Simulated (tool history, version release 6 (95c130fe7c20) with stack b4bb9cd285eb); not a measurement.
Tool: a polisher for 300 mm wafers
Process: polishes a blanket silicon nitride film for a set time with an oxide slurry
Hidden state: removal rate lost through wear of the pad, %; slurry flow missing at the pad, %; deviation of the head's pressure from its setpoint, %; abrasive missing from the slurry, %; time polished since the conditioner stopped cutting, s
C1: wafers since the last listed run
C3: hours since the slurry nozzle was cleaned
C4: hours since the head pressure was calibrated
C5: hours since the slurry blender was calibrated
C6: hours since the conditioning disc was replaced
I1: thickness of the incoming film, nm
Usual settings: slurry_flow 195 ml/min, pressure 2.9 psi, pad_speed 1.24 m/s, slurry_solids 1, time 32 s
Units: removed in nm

{"run": 1, "hour": 0.0, "slurry_flow": 170, "pressure": 2.9, "pad_speed": 1.24, "slurry_solids": 1, "time": 32, "C1": 0, "wafers polished on this pad": 1050, "C3": 187.3, "C4": 9.4, "C5": 93.3, "C6": 55.4, "I1": 300.8, "removed": 21.2}
{"run": 2, "hour": 37.9, "slurry_flow": 170, "pressure": 2.9, "pad_speed": 1.24, "slurry_solids": 1, "time": 32, "C1": 350, "wafers polished on this pad": 1400, "C3": 225.2, "C4": 47.3, "C5": 131.2, "C6": 93.3, "I1": 297.6, "removed": 20.8}
{"run": 3, "hour": 62.5, "slurry_flow": 195, "pressure": 2.9, "pad_speed": 1.24, "slurry_solids": 1, "time": 32, "C1": 227, "wafers polished on this pad": 1627, "C3": 249.8, "C4": 71.9, "C5": 155.8, "C6": 117.9, "I1": 304.3, "removed": 21.2}
{"run": 4, "hour": 84.4, "slurry_flow": 195, "pressure": 2.9, "pad_speed": 1.24, "slurry_solids": 1, "time": 32, "C1": 202, "wafers polished on this pad": 1829, "C3": 271.7, "C4": 93.8, "C5": 177.7, "C6": 139.8, "I1": 293.9, "removed": 21.4}
{"run": 5, "hour": 113.2, "slurry_flow": 195, "pressure": 2.9, "pad_speed": 1.24, "slurry_solids": 1, "time": 37, "C1": 265, "wafers polished on this pad": 2095, "C3": 300.5, "C4": 122.6, "C5": 206.5, "C6": 168.6, "I1": 299.4, "removed": 24.2}
{"hour": 142.9, "done": "worn pad replaced by a new one, of another model than before"}
{"run": 6, "hour": 145.8, "slurry_flow": 255, "pressure": 3.4, "pad_speed": 1.24, "slurry_solids": 1, "time": 32, "C1": 264, "wafers polished on this pad": 26, "C3": 333.1, "C4": 155.2, "C5": 239.1, "C6": 201.2, "I1": 295.5, "removed": 24}
{"hour": 162.6, "done": "slurry nozzle cleaned"}
{"run": 7, "hour": 163.1, "slurry_flow": 155, "pressure": 3.2, "pad_speed": 1.24, "slurry_solids": 0.7, "time": 32, "C1": 150, "wafers polished on this pad": 177, "C3": 0.5, "C4": 172.5, "C5": 256.4, "C6": 218.5, "I1": 298.8, "removed": 19}
{"hour": 168.4, "done": "slurry blender recalibrated"}
{"run": 8, "hour": 192.4, "slurry_flow": 195, "pressure": 2.9, "pad_speed": 1.24, "slurry_solids": 1, "time": 32, "C1": 252, "wafers polished on this pad": 429, "C3": 29.8, "C4": 201.8, "C5": 24, "C6": 247.8, "I1": 301.3, "removed": 22.3}
{"run": 9, "hour": 284.2, "slurry_flow": 195, "pressure": 2.9, "pad_speed": 1.24, "slurry_solids": 1, "time": 32, "C1": 847, "wafers polished on this pad": 1277, "C3": 121.6, "C4": 293.6, "C5": 115.8, "C6": 339.6, "I1": 297, "removed": 21.6}
{"run": 10, "hour": 300.5, "slurry_flow": 195, "pressure": 2.9, "pad_speed": 1.24, "slurry_solids": 1, "time": 32, "C1": 150, "wafers polished on this pad": 1427, "C3": 137.9, "C4": 309.9, "C5": 132.1, "C6": 355.9, "I1": 301.1, "removed": 21.7}
{"run": 11, "hour": 318.8, "slurry_flow": 240, "pressure": 2.9, "pad_speed": 1.6, "slurry_solids": 0.7, "time": 40, "C1": 169, "wafers polished on this pad": 1596, "C3": 156.2, "C4": 328.2, "C5": 150.4, "C6": 374.2, "I1": 296.7, "removed": 26.8}
{"run": 12, "hour": 348.4, "slurry_flow": 195, "pressure": 2.4, "pad_speed": 1.64, "slurry_solids": 1.15, "time": 32, "C1": 273, "wafers polished on this pad": 1870, "C3": 185.8, "C4": 357.8, "C5": 180, "C6": 403.8, "I1": 302.3, "removed": 22.9}
{"hour": 394.5, "done": "conditioning disc replaced and pad reconditioned"}
{"hour": 407.6, "done": "worn pad replaced by a new one"}
{"hour": 440.7, "done": "slurry blender recalibrated"}
{"run": 13, "hour": 443.8, "slurry_flow": 195, "pressure": 2.1, "pad_speed": 1.24, "slurry_solids": 0.75, "time": 43, "C1": 807, "wafers polished on this pad": 316, "C3": 281.2, "C4": 453.2, "C5": 3.1, "C6": 49.3, "I1": 301.6, "removed": 22.7}
{"hour": 463.7, "done": "slurry nozzle cleaned"}
{"run": 14, "hour": 465.2, "slurry_flow": 195, "pressure": 2.9, "pad_speed": 1.08, "slurry_solids": 1, "time": 28, "C1": 188, "wafers polished on this pad": 504, "C3": 1.5, "C4": 474.6, "C5": 24.5, "C6": 70.7, "I1": 299.5, "removed": 18.7}
{"run": 15, "hour": 489.0, "slurry_flow": 235, "pressure": 3.2, "pad_speed": 1.24, "slurry_solids": 1, "time": 32, "C1": 219, "wafers polished on this pad": 724, "C3": 25.3, "C4": 498.4, "C5": 48.3, "C6": 94.5, "I1": 303.8, "removed": 24.1}
{"run": 16, "hour": 505.1, "slurry_flow": 195, "pressure": 2.9, "pad_speed": 1.24, "slurry_solids": 1, "time": 32, "C1": 148, "wafers polished on this pad": 873, "C3": 41.4, "C4": 514.5, "C5": 64.4, "C6": 110.6, "I1": 294.6, "removed": 22.1}
{"run": 17, "hour": 561.2, "slurry_flow": 195, "pressure": 2.2, "pad_speed": 1.4, "slurry_solids": 1.15, "time": 26, "C1": 518, "wafers polished on this pad": 1391, "C3": 97.5, "C4": 570.6, "C5": 120.5, "C6": 166.7, "I1": 302.4, "removed": 16.4}
{"run": 18, "hour": 580.2, "slurry_flow": 195, "pressure": 2.9, "pad_speed": 1.24, "slurry_solids": 1, "time": 32, "C1": 175, "wafers polished on this pad": 1566, "C3": 116.5, "C4": 589.6, "C5": 139.5, "C6": 185.7, "I1": 302.4, "removed": 21.6}
{"run": 19, "hour": 604.6, "slurry_flow": 195, "pressure": 2.2, "pad_speed": 1.24, "slurry_solids": 0.85, "time": 32, "C1": 225, "wafers polished on this pad": 1792, "C3": 140.9, "C4": 614, "C5": 163.9, "C6": 210.1, "I1": 298.2, "removed": 17}
{"run": 20, "hour": 636.1, "slurry_flow": 195, "pressure": 2.9, "pad_speed": 1.64, "slurry_solids": 0.75, "time": 43, "C1": 290, "wafers polished on this pad": 2083, "C3": 172.4, "C4": 645.5, "C5": 195.4, "C6": 241.6, "I1": 295, "removed": 28.9}
{"run": 21, "hour": 669.5, "slurry_flow": 195, "pressure": 2.9, "pad_speed": 1.24, "slurry_solids": 1, "time": 32, "C1": 308, "wafers polished on this pad": 2391, "C3": 205.8, "C4": 678.9, "C5": 228.8, "C6": 275, "I1": 300.3, "removed": 21.3}
{"hour": 684.9, "done": "worn pad replaced by a new one"}
{"run": 22, "hour": 686.7, "slurry_flow": 195, "pressure": 3.9, "pad_speed": 1.24, "slurry_solids": 1.3, "time": 41, "C1": 121, "wafers polished on this pad": 16, "C3": 223, "C4": 696.1, "C5": 246, "C6": 292.2, "I1": 299, "removed": 37.1}
{"hour": 696.3, "done": "slurry blender recalibrated"}
{"hour": 710.1, "done": "head pressure recalibrated"}
{"run": 23, "hour": 710.6, "slurry_flow": 195, "pressure": 2.6, "pad_speed": 1.24, "slurry_solids": 1, "time": 32, "C1": 183, "wafers polished on this pad": 200, "C3": 246.9, "C4": 0.5, "C5": 14.3, "C6": 316.1, "I1": 300.2, "removed": 21.3}
{"run": 24, "hour": 730.7, "slurry_flow": 195, "pressure": 3.3, "pad_speed": 1.24, "slurry_solids": 1, "time": 32, "C1": 185, "wafers polished on this pad": 385, "C3": 267, "C4": 20.6, "C5": 34.4, "C6": 336.2, "I1": 303.1, "removed": 24}
{"run": 25, "hour": 756.0, "slurry_flow": 195, "pressure": 3.8, "pad_speed": 1.24, "slurry_solids": 1, "time": 40, "C1": 233, "wafers polished on this pad": 619, "C3": 292.3, "C4": 45.9, "C5": 59.7, "C6": 361.5, "I1": 301.8, "removed": 33.5}

Forecast each of these 4 alternatives for the next run:
{"run": "A", "hour": 756.4, "slurry_flow": 195, "pressure": 2.9, "pad_speed": 1.24, "slurry_solids": 1, "time": 32, "C1": 3, "wafers polished on this pad": 623, "C3": 292.7, "C4": 46.3, "C5": 60.1, "C6": 361.9, "I1": 296, "removed": "?"}
{"run": "B", "hour": 756.4, "slurry_flow": 195, "pressure": 2.9, "pad_speed": 1.24, "slurry_solids": 1, "time": 28, "C1": 3, "wafers polished on this pad": 623, "C3": 292.7, "C4": 46.3, "C5": 60.1, "C6": 361.9, "I1": 296, "removed": "?"}
{"run": "C", "hour": 756.4, "slurry_flow": 220, "pressure": 2.9, "pad_speed": 0.98, "slurry_solids": 0.85, "time": 32, "C1": 3, "wafers polished on this pad": 623, "C3": 292.7, "C4": 46.3, "C5": 60.1, "C6": 361.9, "I1": 296, "removed": "?"}
{"run": "D", "hour": 756.4, "slurry_flow": 195, "pressure": 2.2, "pad_speed": 1.24, "slurry_solids": 0.75, "time": 32, "C1": 3, "wafers polished on this pad": 623, "C3": 292.7, "C4": 46.3, "C5": 60.1, "C6": 361.9, "I1": 296, "removed": "?"}

run=A removed=21.8
run=B removed=19.1
run=C removed=18.8
run=D removed=16.4
Without the tool's hidden state the same runs would have given:
run=A removed=22.8
run=B removed=20
run=C removed=19.7
run=D removed=17.2

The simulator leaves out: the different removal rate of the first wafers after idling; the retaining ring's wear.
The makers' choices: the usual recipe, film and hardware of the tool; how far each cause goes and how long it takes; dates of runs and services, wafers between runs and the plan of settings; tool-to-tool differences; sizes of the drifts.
